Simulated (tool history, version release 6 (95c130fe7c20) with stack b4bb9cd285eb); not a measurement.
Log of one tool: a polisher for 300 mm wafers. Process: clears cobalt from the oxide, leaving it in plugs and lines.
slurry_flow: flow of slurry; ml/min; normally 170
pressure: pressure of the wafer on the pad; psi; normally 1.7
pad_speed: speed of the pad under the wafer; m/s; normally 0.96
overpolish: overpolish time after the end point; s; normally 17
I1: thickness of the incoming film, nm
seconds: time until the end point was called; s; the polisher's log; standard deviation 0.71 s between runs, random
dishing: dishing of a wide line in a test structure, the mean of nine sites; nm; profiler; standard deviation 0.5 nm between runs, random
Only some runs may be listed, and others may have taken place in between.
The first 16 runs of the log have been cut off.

Run 17, hour 202.4: usual settings but slurry_flow 150 ml/min, pressure 2.0 psi, pad_speed 1.24 m/s, overpolish 21 s; I1 210.8. Result: seconds 35.3 s, dishing 55.0 nm.
Run 18, hour 209.8: usual settings; I1 212.1. Result: seconds 48.0 s, dishing 42.4 nm.
Run 19, hour 221.4: usual settings but slurry_flow 135 ml/min; I1 208.1. Result: seconds 48.4 s, dishing 41.3 nm.
Run 20, hour 233.1: usual settings; I1 209.9. Result: seconds 50.1 s, dishing 42.4 nm.
At hour 248.4: head pressure recalibrated.
Run 21, hour 249.9: usual settings but slurry_flow 115 ml/min, pad_speed 0.84 m/s, overpolish 22 s; I1 212.1. Result: seconds 59.8 s, dishing 45.1 nm.
Run 22, hour 261.9: usual settings; I1 209.6. Result: seconds 52.2 s, dishing 40.6 nm.
Run 23, hour 276.3: usual settings but pressure 1.5 psi, overpolish 23 s; I1 210.8. Result: seconds 59.5 s, dishing 45.4 nm.
Run 24, hour 293.2: usual settings but slurry_flow 130 ml/min; I1 209.4. Result: seconds 53.5 s, dishing 40.2 nm.
At hour 301.3: worn pad replaced by a new one.
Run 25, hour 305.0: usual settings but pressure 2.0 psi; I1 213.7. Result: seconds 45.6 s, dishing 44.6 nm.
Run 26, hour 317.8: usual settings but overpolish 25 s; I1 211.9. Result: seconds 53.1 s, dishing 49.1 nm.
Run 27, hour 326.6: usual settings but slurry_flow 210 ml/min, pressure 1.5 psi, pad_speed 0.72 m/s; I1 211.9. Result: seconds 70.8 s, dishing 34.6 nm.
Run 28, hour 340.2: usual settings; I1 208.1. Result: seconds 52.7 s, dishing 40.8 nm.
Run 29, hour 352.5: usual settings but pressure 1.4 psi; I1 212.6. Result: seconds 64.6 s, dishing 36.5 nm.
Run 30, hour 361.1: usual settings but pad_speed 1.10 m/s; I1 209.3. Result: seconds 47.8 s, dishing 43.0 nm.
At hour 372.6: head pressure recalibrated, repeated, since the last time left the tool worse.
Run 31, hour 377.9: usual settings but slurry_flow 225 ml/min, pressure 2.1 psi, pad_speed 1.10 m/s, overpolish 27 s; I1 213.7. Result: seconds 32.9 s, dishing 58.9 nm.
Run 32, hour 387.9: usual settings but pad_speed 0.78 m/s; I1 212.3. Result: seconds 53.1 s, dishing 41.5 nm.
Run 33, hour 403.6: usual settings but pressure 1.2 psi, pad_speed 0.86 m/s; I1 210.2. Result: seconds 66.6 s, dishing 35.2 nm.
Run 34, hour 418.3: usual settings but slurry_flow 120 ml/min, pressure 1.2 psi; I1 210.3. Result: seconds 63.8 s, dishing 36.2 nm.
At hour 431.1: worn pad replaced by a new one.
Run 35, hour 431.6: usual settings but pressure 2.1 psi, pad_speed 1.06 m/s; I1 211.0. Result: seconds 34.3 s, dishing 50.8 nm.
Run 36, hour 438.4: usual settings but slurry_flow 145 ml/min; I1 206.7. Result: seconds 44.8 s, dishing 43.6 nm.

Each row is a separate what-if for the run after 36, all from the same tool condition, not one after another. Results?
Run A, hour 438.8: usual settings; I1 211.3. Result: seconds ?, dishing ?.
Run B, hour 438.8: usual settings but slurry_flow 210 ml/min, pressure 2.1 psi, pad_speed 1.22 m/s, overpolish 14 s; I1 211.3. Result: seconds ?, dishing ?.
Run C, hour 438.8: usual settings but pad_speed 0.82 m/s; I1 211.3. Result: seconds ?, dishing ?.

run  seconds  dishing
  A     45.4     44.9
  B     30.7     49.4
  C     50.1     42.6
With no hidden state in the tool, these same runs would have given:
run  seconds  dishing
  A     45.0     45.1
  B     30.5     49.6
  C     49.7     42.8
